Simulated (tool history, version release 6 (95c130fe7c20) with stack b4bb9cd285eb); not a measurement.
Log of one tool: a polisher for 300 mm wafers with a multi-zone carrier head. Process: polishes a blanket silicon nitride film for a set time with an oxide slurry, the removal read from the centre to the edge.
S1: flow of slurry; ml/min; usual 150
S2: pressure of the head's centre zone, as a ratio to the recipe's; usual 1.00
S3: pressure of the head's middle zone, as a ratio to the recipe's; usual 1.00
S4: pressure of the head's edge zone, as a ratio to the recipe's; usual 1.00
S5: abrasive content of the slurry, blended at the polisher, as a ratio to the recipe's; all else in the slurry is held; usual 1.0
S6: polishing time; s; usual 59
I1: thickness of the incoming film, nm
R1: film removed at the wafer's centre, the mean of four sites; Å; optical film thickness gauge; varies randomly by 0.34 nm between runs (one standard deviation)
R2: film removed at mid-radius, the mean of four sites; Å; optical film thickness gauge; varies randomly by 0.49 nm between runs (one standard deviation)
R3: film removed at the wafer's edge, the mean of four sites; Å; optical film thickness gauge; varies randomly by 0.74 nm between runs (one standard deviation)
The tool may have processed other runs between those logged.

run,hour,S1,S2,S3,S4,S5,S6,I1,R1,R2,R3
1,0.0,150,1.00,0.92,1.00,1.0,59,615.6,480,458,520
2,81.1,150,1.00,0.92,1.00,1.0,59,616.0,474,461,500
# hour 82.2: slurry nozzle cleaned
# hour 85.9: worn pad replaced by a new one
# hour 141.9: edge zone pressure recalibrated
3,147.6,150,1.00,1.00,1.00,1.0,51,609.1,428,432,443
4,185.9,150,1.00,1.00,1.00,1.0,51,611.2,424,430,441
# hour 200.6: centre zone pressure recalibrated
5,248.4,150,1.00,1.00,1.00,1.0,51,626.6,420,427,439
6,350.3,130,1.00,1.00,1.00,1.0,59,618.2,453,470,495
# hour 361.2: slurry nozzle cleaned
# hour 367.5: carrier head's membrane replaced by a new one
7,396.4,130,1.00,1.00,1.00,1.0,59,620.9,480,496,515
# hour 414.2: worn pad replaced by a new one
8,499.1,150,1.00,1.00,1.00,1.0,66,632.7,540,553,582
9,560.9,175,1.00,1.00,1.00,1.0,59,623.7,505,509,527
10,608.6,175,1.00,1.00,1.00,1.0,59,620.9,497,502,523
11,687.7,175,1.00,1.00,1.00,1.0,59,619.8,503,515,530
# hour 692.1: slurry nozzle cleaned
# hour 723.2: worn pad replaced by a new one
# hour 725.4: centre zone pressure recalibrated
12,760.0,150,1.00,1.00,1.00,1.0,59,628.6,495,496,505
13,861.4,135,1.00,0.90,0.88,1.0,59,612.8,465,430,473
14,941.5,150,1.00,1.00,1.00,1.0,59,611.2,484,490,509
# hour 965.2: edge zone pressure recalibrated
15,985.0,150,1.10,1.00,1.00,1.0,59,614.3,511,484,510
# hour 1013.8: worn pad replaced by a new one
# hour 1013.8: slurry nozzle cleaned
16,1040.1,150,1.00,0.89,1.00,1.0,66,630.4,557,523,582
17,1112.2,165,0.89,1.00,0.97,1.0,59,614.7,468,512,514
# hour 1163.2: carrier head's membrane replaced by a new one
18,1219.8,150,1.00,1.00,1.09,1.0,59,629.5,478,488,528
19,1261.4,150,1.00,1.00,1.00,1.1,59,611.3,517,516,533
# hour 1296.9: centre zone pressure recalibrated
# hour 1327.5: worn pad replaced by a new one
# hour 1335.4: slurry nozzle cleaned
20,1335.9,150,1.10,1.04,1.00,1.2,77,613.2,803,787,771
21,1383.9,190,0.91,1.00,1.00,1.0,59,624.5,505,530,531
22,1490.0,185,1.00,0.92,1.00,1.0,42,608.4,365,346,378

Branching from run 22: 3 alternative next runs. What would each branch give?
A,1490.4,150,1.00,1.11,1.00,1.0,59,624.6,?,?,?
B,1490.4,195,1.00,1.00,1.00,0.8,59,624.6,?,?,?
C,1490.4,150,1.00,0.91,1.00,1.0,59,624.6,?,?,?

run,R1,R2,R3
A,490,545,508
B,433,440,440
C,489,467,510
Without the tool's unlogged condition, the same runs would have read:
run,R1,R2,R3
A,513,567,523
B,448,454,450
C,512,486,525
